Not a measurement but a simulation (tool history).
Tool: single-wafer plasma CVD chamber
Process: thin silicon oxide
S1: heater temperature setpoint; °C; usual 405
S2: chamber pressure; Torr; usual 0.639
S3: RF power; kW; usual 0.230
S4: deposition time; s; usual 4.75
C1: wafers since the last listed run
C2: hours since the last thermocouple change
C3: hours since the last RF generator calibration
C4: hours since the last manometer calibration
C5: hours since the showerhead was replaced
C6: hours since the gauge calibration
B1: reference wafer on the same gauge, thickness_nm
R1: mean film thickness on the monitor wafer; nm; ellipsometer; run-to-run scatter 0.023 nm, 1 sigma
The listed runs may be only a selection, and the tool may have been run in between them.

| run | day | S1 | S2 | S3 | S4 | C1 | C2 | C3 | C4 | C5 | C6 | B1 | R1 |
|---|---|---|---|---|---|---|---|---|---|---|---|---|---|
| 1 | 0.000 | 411 | 0.639 | 0.230 | 4.75 | 0 | 0.5 | 1311.2 | 2647.5 | 13.8 | 366.0 | 5.794 | 6.245 |
|  | 0.392 | capacitance manometer re-zeroed and calibrated |
| 2 | 0.504 | 405 | 0.639 | 0.230 | 4.75 | 59 | 12.6 | 1323.3 | 2.7 | 25.9 | 378.1 | 5.793 | 6.442 |
| 3 | 0.908 | 405 | 0.639 | 0.230 | 4.75 | 141 | 22.3 | 1333.0 | 12.4 | 35.6 | 387.8 | 5.801 | 6.515 |
| 4 | 1.550 | 405 | 0.639 | 0.230 | 4.75 | 224 | 37.7 | 1348.4 | 27.8 | 51.0 | 403.2 | 5.798 | 6.446 |
| 5 | 1.962 | 405 | 0.671 | 0.210 | 4.75 | 144 | 47.6 | 1358.3 | 37.7 | 60.9 | 413.1 | 5.807 | 6.582 |
| 6 | 2.358 | 405 | 0.639 | 0.230 | 4.75 | 138 | 57.1 | 1367.8 | 47.2 | 70.4 | 422.6 | 5.806 | 6.477 |
| 7 | 3.058 | 405 | 0.639 | 0.230 | 4.75 | 244 | 73.9 | 1384.6 | 64.0 | 87.2 | 439.4 | 5.798 | 6.470 |
|  | 3.658 | capacitance manometer re-zeroed and calibrated, repeated, since the last time left the tool worse |
| 8 | 3.771 | 417 | 0.731 | 0.200 | 5.68 | 132 | 91.0 | 1401.7 | 2.7 | 104.3 | 456.5 | 5.799 | 7.506 |
| 9 | 4.500 | 405 | 0.639 | 0.205 | 4.19 | 254 | 108.5 | 1419.2 | 20.2 | 121.8 | 474.0 | 5.789 | 4.984 |
| 10 | 4.804 | 405 | 0.639 | 0.275 | 4.75 | 106 | 115.8 | 1426.5 | 27.5 | 129.1 | 481.3 | 5.807 | 6.308 |
| 11 | 5.121 | 405 | 0.639 | 0.230 | 4.75 | 110 | 123.4 | 1434.1 | 35.1 | 136.7 | 488.9 | 5.799 | 5.862 |
| 12 | 6.888 | 405 | 0.639 | 0.230 | 4.75 | 617 | 165.8 | 1476.5 | 77.5 | 179.1 | 531.3 | 5.798 | 5.866 |
| 13 | 7.417 | 405 | 0.700 | 0.230 | 4.75 | 184 | 178.5 | 1489.2 | 90.2 | 191.8 | 544.0 | 5.797 | 6.473 |
|  | 7.979 | RF generator calibrated |
| 14 | 8.000 | 405 | 0.639 | 0.230 | 4.75 | 87 | 192.5 | 0.5 | 104.2 | 205.8 | 558.0 | 5.792 | 5.877 |
| 15 | 8.458 | 415 | 0.639 | 0.250 | 5.58 | 160 | 203.5 | 11.5 | 115.2 | 216.8 | 569.0 | 5.801 | 7.085 |
| 16 | 8.896 | 405 | 0.639 | 0.230 | 4.75 | 152 | 214.0 | 22.0 | 125.7 | 227.3 | 579.5 | 5.803 | 5.874 |
|  | 8.988 | gauge calibrated |
| 17 | 9.892 | 405 | 0.639 | 0.230 | 5.22 | 348 | 237.9 | 45.9 | 149.6 | 251.2 | 21.7 | 5.798 | 6.491 |
| 18 | 10.621 | 405 | 0.697 | 0.230 | 5.32 | 254 | 255.4 | 63.4 | 167.1 | 268.7 | 39.2 | 5.803 | 7.233 |
| 19 | 11.429 | 405 | 0.639 | 0.195 | 4.75 | 282 | 274.8 | 82.8 | 186.5 | 288.1 | 58.6 | 5.798 | 5.506 |
| 20 | 11.817 | 394 | 0.490 | 0.230 | 4.75 | 135 | 284.1 | 92.1 | 195.8 | 297.4 | 67.9 | 5.800 | 4.541 |
| 21 | 12.258 | 415 | 0.591 | 0.230 | 4.75 | 154 | 294.7 | 102.7 | 206.4 | 308.0 | 78.5 | 5.807 | 5.393 |
| 22 | 12.904 | 405 | 0.739 | 0.215 | 4.75 | 225 | 310.2 | 118.2 | 221.9 | 323.5 | 94.0 | 5.792 | 6.618 |
| 23 | 13.371 | 420 | 0.724 | 0.230 | 4.75 | 163 | 321.4 | 129.4 | 233.1 | 334.7 | 105.2 | 5.802 | 6.613 |
| 24 | 13.746 | 396 | 0.697 | 0.230 | 5.02 | 131 | 330.4 | 138.4 | 242.1 | 343.7 | 114.2 | 5.805 | 6.850 |
| 25 | 14.254 | 405 | 0.639 | 0.230 | 3.91 | 177 | 342.6 | 150.6 | 254.3 | 355.9 | 126.4 | 5.791 | 4.824 |
| 26 | 14.721 | 405 | 0.762 | 0.230 | 4.46 | 163 | 353.8 | 161.8 | 265.5 | 367.1 | 137.6 | 5.810 | 6.608 |
| 27 | 15.379 | 405 | 0.639 | 0.230 | 4.75 | 230 | 369.6 | 177.6 | 281.3 | 382.9 | 153.4 | 5.797 | 5.894 |
| 28 | 15.717 | 413 | 0.522 | 0.245 | 4.46 | 117 | 377.7 | 185.7 | 289.4 | 391.0 | 161.5 | 5.790 | 4.615 |

Results for each run, recomputed without the tool's hidden state and with each run's random variation untouched:
Hidden state present: wafer temperature above the value expected at the setpoint (K); delivered RF power above the setpoint (%); true pressure above the setpoint (%); gauge reads high (%).
| run | R1 |
|---|---|
| 1 | 5.842 |
| 2 | 5.849 |
| 3 | 5.915 |
| 4 | 5.850 |
| 5 | 5.984 |
| 6 | 5.876 |
| 7 | 5.867 |
| 8 | 7.518 |
| 9 | 4.990 |
| 10 | 6.315 |
| 11 | 5.867 |
| 12 | 5.866 |
| 13 | 6.471 |
| 14 | 5.873 |
| 15 | 7.079 |
| 16 | 5.868 |
| 17 | 6.480 |
| 18 | 7.219 |
| 19 | 5.492 |
| 20 | 4.528 |
| 21 | 5.377 |
| 22 | 6.597 |
| 23 | 6.590 |
| 24 | 6.826 |
| 25 | 4.805 |
| 26 | 6.583 |
| 27 | 5.867 |
| 28 | 4.592 |

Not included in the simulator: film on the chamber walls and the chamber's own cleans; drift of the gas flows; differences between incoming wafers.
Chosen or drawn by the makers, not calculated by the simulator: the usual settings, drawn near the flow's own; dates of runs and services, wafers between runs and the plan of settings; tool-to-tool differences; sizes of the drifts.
